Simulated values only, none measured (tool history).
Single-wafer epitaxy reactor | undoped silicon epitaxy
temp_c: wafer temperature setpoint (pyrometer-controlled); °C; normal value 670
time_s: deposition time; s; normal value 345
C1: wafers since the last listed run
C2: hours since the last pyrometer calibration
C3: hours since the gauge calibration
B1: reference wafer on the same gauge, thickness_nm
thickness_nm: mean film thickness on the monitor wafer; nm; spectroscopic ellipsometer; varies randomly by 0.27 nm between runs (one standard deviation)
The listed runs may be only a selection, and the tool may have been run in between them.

run 1 hour=0 | temp_c=670 time_s=345 | C1=0 C2=2489.1 C3=361 | B1=98.602 | thickness_nm=86.365
run 2 hour=13.7 | temp_c=670 time_s=345 | C1=74 C2=2502.8 C3=374.7 | B1=98.585 | thickness_nm=86.252
run 3 hour=39.7 | temp_c=670 time_s=345 | C1=141 C2=2528.8 C3=400.7 | B1=98.605 | thickness_nm=86.139
run 4 hour=74.1 | temp_c=670 time_s=345 | C1=187 C2=2563.2 C3=435.1 | B1=98.534 | thickness_nm=86.257
run 5 hour=91.9 | temp_c=670 time_s=345 | C1=96 C2=2581 C3=452.9 | B1=98.545 | thickness_nm=86.325
run 6 hour=109.2 | temp_c=670 time_s=345 | C1=94 C2=2598.3 C3=470.2 | B1=98.591 | thickness_nm=85.995
run 7 hour=131.6 | temp_c=670 time_s=345 | C1=121 C2=2620.7 C3=492.6 | B1=98.587 | thickness_nm=86.168
run 8 hour=152.9 | temp_c=670 time_s=345 | C1=115 C2=2642 C3=513.9 | B1=98.613 | thickness_nm=85.93
run 9 hour=174.7 | temp_c=670 time_s=345 | C1=118 C2=2663.8 C3=535.7 | B1=98.526 | thickness_nm=86.33
run 10 hour=204.3 | temp_c=681 time_s=376 | C1=161 C2=2693.4 C3=565.3 | B1=98.588 | thickness_nm=116.541
run 11 hour=240.9 | temp_c=670 time_s=345 | C1=199 C2=2730 C3=601.9 | B1=98.589 | thickness_nm=86.017
run 12 hour=277.5 | temp_c=665 time_s=393 | C1=199 C2=2766.6 C3=638.5 | B1=98.585 | thickness_nm=87.62
run 13 hour=308.5 | temp_c=665 time_s=393 | C1=168 C2=2797.6 C3=669.5 | B1=98.627 | thickness_nm=88.323
run 14 hour=337.7 | temp_c=670 time_s=315 | C1=158 C2=2826.8 C3=698.7 | B1=98.568 | thickness_nm=77.451
run 15 hour=370.9 | temp_c=670 time_s=345 | C1=180 C2=2860 C3=731.9 | B1=98.639 | thickness_nm=85.148
run 16 hour=391.3 | temp_c=670 time_s=345 | C1=111 C2=2880.4 C3=752.3 | B1=98.595 | thickness_nm=84.609
run 17 hour=423.9 | temp_c=670 time_s=381 | C1=177 C2=2913 C3=784.9 | B1=98.643 | thickness_nm=94.097
-- hour=426.9 gauge calibrated
run 18 hour=456.8 | temp_c=665 time_s=281 | C1=179 C2=2945.9 C3=29.9 | B1=98.598 | thickness_nm=62.346
-- hour=478.8 pyrometer calibrated
run 19 hour=484.5 | temp_c=666 time_s=365 | C1=107 C2=5.7 C3=57.6 | B1=98.633 | thickness_nm=94.1
run 20 hour=503.1 | temp_c=670 time_s=345 | C1=101 C2=24.3 C3=76.2 | B1=98.605 | thickness_nm=96.904
run 21 hour=596.1 | temp_c=659 time_s=307 | C1=506 C2=117.3 C3=169.2 | B1=98.524 | thickness_nm=68.65
run 22 hour=615.4 | temp_c=656 time_s=345 | C1=105 C2=136.6 C3=188.5 | B1=98.626 | thickness_nm=71.819
run 23 hour=630.9 | temp_c=670 time_s=345 | C1=84 C2=152.1 C3=204 | B1=98.614 | thickness_nm=95.478
run 24 hour=654.8 | temp_c=670 time_s=385 | C1=130 C2=176 C3=227.9 | B1=98.596 | thickness_nm=106.814
run 25 hour=688.1 | temp_c=670 time_s=278 | C1=181 C2=209.3 C3=261.2 | B1=98.608 | thickness_nm=77.213
run 26 hour=720.5 | temp_c=663 time_s=377 | C1=176 C2=241.7 C3=293.6 | B1=98.592 | thickness_nm=90.633
run 27 hour=739.6 | temp_c=666 time_s=345 | C1=103 C2=260.8 C3=312.7 | B1=98.643 | thickness_nm=88.058
run 28 hour=767.1 | temp_c=670 time_s=411 | C1=149 C2=288.3 C3=340.2 | B1=98.606 | thickness_nm=113.982

Forecast each of these 4 alternatives for the next run:
run A hour=767.6 | temp_c=670 time_s=345 | C1=2 C2=288.8 C3=340.7 | B1=? | thickness_nm=?
run B hour=767.6 | temp_c=683 time_s=326 | C1=2 C2=288.8 C3=340.7 | B1=? | thickness_nm=?
run C hour=767.6 | temp_c=665 time_s=408 | C1=2 C2=288.8 C3=340.7 | B1=? | thickness_nm=?
run D hour=767.6 | temp_c=658 time_s=304 | C1=2 C2=288.8 C3=340.7 | B1=? | thickness_nm=?

run=A B1=98.617 thickness_nm=95.098
run=B B1=98.617 thickness_nm=116.099
run=C B1=98.617 thickness_nm=101.727
run=D B1=98.617 thickness_nm=65.75
Without the tool's hidden state the same runs would have given:
run=A thickness_nm=95.575
run=B thickness_nm=116.665
run=C thickness_nm=102.242
run=D thickness_nm=66.087
